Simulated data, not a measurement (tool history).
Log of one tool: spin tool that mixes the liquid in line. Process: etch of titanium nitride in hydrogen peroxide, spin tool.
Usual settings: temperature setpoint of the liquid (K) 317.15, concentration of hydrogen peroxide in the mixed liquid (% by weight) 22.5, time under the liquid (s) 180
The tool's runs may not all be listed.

run    hour  temperature setpoint of the liquid (K)  concentration of hydrogen peroxide in the mixed liquid (% by weight)  time under the liquid (s)  wafers since the last listed run  hours since the thermometer was replaced  hours since the peroxide flow meter was replaced  hours since the heated supply line was repaired  hours since the drum of peroxide was connected  hours since the gauge calibration  read-back film thickness of the titanium nitride reference wafer, read on the same gauge (nm)  thickness taken off the titanium nitride on a monitor wafer (angstrom)
  1       0                                  317.15                                                                    21                        180                                 0                                       158                                               175                                              716                                           306.7                              664.5                                                                                        119.996                                                                   23.27
  2    70.1                                  317.15                                                                  22.5                        180                               622                                     228.1                                             245.1                                            786.1                                           376.8                              734.6                                                                                        119.986                                                                   23.65
      124.6  -- heated supply line repaired
  3   135.5                                  317.15                                                                  22.5                        180                               571                                     293.5                                             310.5                                             10.9                                           442.2                                800                                                                                        119.981                                                                   27.31
  4   161.6                                  322.65                                                                    17                        180                               231                                     319.6                                             336.6                                               37                                           468.3                              826.1                                                                                        120.015                                                                   38.34
  5   226.7                                  320.65                                                                    28                        210                               577                                     384.7                                             401.7                                            102.1                                           533.4                              891.2                                                                                         120.02                                                                   42.44
  6   274.8                                  326.15                                                                  22.5                        180                               426                                     432.8                                             449.8                                            150.2                                           581.5                              939.3                                                                                        120.003                                                                   51.91
  7   299.6                                  325.65                                                                  22.5                        135                               220                                     457.6                                             474.6                                              175                                           606.3                              964.1                                                                                        119.993                                                                   36.84
  8   367.8                                  317.15                                                                  22.5                        265                               605                                     525.8                                             542.8                                            243.2                                           674.5                             1032.3                                                                                        120.022                                                                    39.2
  9   405.1                                  320.65                                                                    18                        250                               331                                     563.1                                             580.1                                            280.5                                           711.8                             1069.6                                                                                        119.992                                                                   43.98
 10   448.7                                  317.15                                                                  22.5                        215                               386                                     606.7                                             623.7                                            324.1                                           755.4                             1113.2                                                                                        119.974                                                                   31.15
 11   596.3                                  313.15                                                                  24.5                         85                              1309                                     754.3                                             771.3                                            471.7                                             903                             1260.8                                                                                        119.979                                                                     8.8
 12   640.7                                  323.15                                                                  22.5                        180                               394                                     798.7                                             815.7                                            516.1                                           947.4                             1305.2                                                                                        119.993                                                                   39.86
 13     680                                  308.15                                                                  24.5                        270                               348                                       838                                               855                                            555.4                                           986.7                             1344.5                                                                                        120.012                                                                   19.07
      728.4  -- gauge calibrated
 14     750                                  326.15                                                                  19.5                        180                               621                                       908                                               925                                            625.4                                          1056.7                               21.6                                                                                        120.032                                                                   45.52
 15   789.9                                  322.15                                                                  22.5                        180                               354                                     947.9                                             964.9                                            665.3                                          1096.6                               61.5                                                                                        120.021                                                                    35.3
 16   828.4                                  321.15                                                                    27                        130                               341                                     986.4                                            1003.4                                            703.8                                          1135.1                                100                                                                                         120.01                                                                   24.66
        849  -- heated supply line repaired
 17   859.7                                  321.15                                                                  17.5                         75                               268                                    1017.7                                            1034.7                                             10.7                                          1166.4                              131.3                                                                                        119.986                                                                   14.91
      902.2  -- new drum of peroxide connected
 18   909.7                                  317.15                                                                  22.5                        180                               434                                    1067.7                                            1084.7                                             60.7                                             7.5                              181.3                                                                                        119.997                                                                   28.44
 19   937.9                                  317.15                                                                  22.5                        180                               250                                    1095.9                                            1112.9                                             88.9                                            35.7                              209.5                                                                                        120.007                                                                   28.03
 20   974.7                                  326.15                                                                  22.5                        120                               326                                    1132.7                                            1149.7                                            125.7                                            72.5                              246.3                                                                                        119.994                                                                   36.13
 21  1003.9                                  312.15                                                                    27                        180                               259                                    1161.9                                            1178.9                                            154.9                                           101.7                              275.5                                                                                        119.982                                                                   19.58
 22  1041.6                                  317.15                                                                  22.5                        180                               334                                    1199.6                                            1216.6                                            192.6                                           139.4                              313.2                                                                                        120.032                                                                   28.18
 23    1071                                  317.15                                                                    16                        285                               260                                      1229                                              1246                                              222                                           168.8                              342.6                                                                                        120.035                                                                   40.45
 24  1132.1                                  317.15                                                                    25                        110                               542                                    1290.1                                            1307.1                                            283.1                                           229.9                              403.7                                                                                        119.988                                                                   16.97
 25  1303.8                                  317.15                                                                    16                        130                              1523                                    1461.8                                            1478.8                                            454.8                                           401.6                              575.4                                                                                         119.96                                                                   17.65
     1332.6  -- peroxide flow meter replaced
 26  1353.2                                  308.65                                                                  15.5                        230                               429                                    1511.2                                              20.6                                            504.2                                             451                              624.8                                                                                        120.022                                                                   16.03

Forecast each of these 3 alternatives for the next run:
  A  1353.7                                  317.15                                                                  22.5                        180                                 4                                    1511.7                                              21.1                                            504.7                                           451.5                              625.3                                                                                              ?                                                                       ?
  B  1353.7                                  313.65                                                                  22.5                        180                                 4                                    1511.7                                              21.1                                            504.7                                           451.5                              625.3                                                                                              ?                                                                       ?
  C  1353.7                                  317.15                                                                    27                        145                                 4                                    1511.7                                              21.1                                            504.7                                           451.5                              625.3                                                                                              ?                                                                       ?

run  read-back film thickness of the titanium nitride reference wafer, read on the same gauge (nm)  thickness taken off the titanium nitride on a monitor wafer (angstrom)
  A                                                                                        119.995                                                                   26.34
  B                                                                                        119.995                                                                   20.18
  C                                                                                        119.995                                                                   22.08
Without the tool's hidden state the same runs would have given:
run  thickness taken off the titanium nitride on a monitor wafer (angstrom)
  A                                                                   27.64
  B                                                                    21.2
  C                                                                   23.17
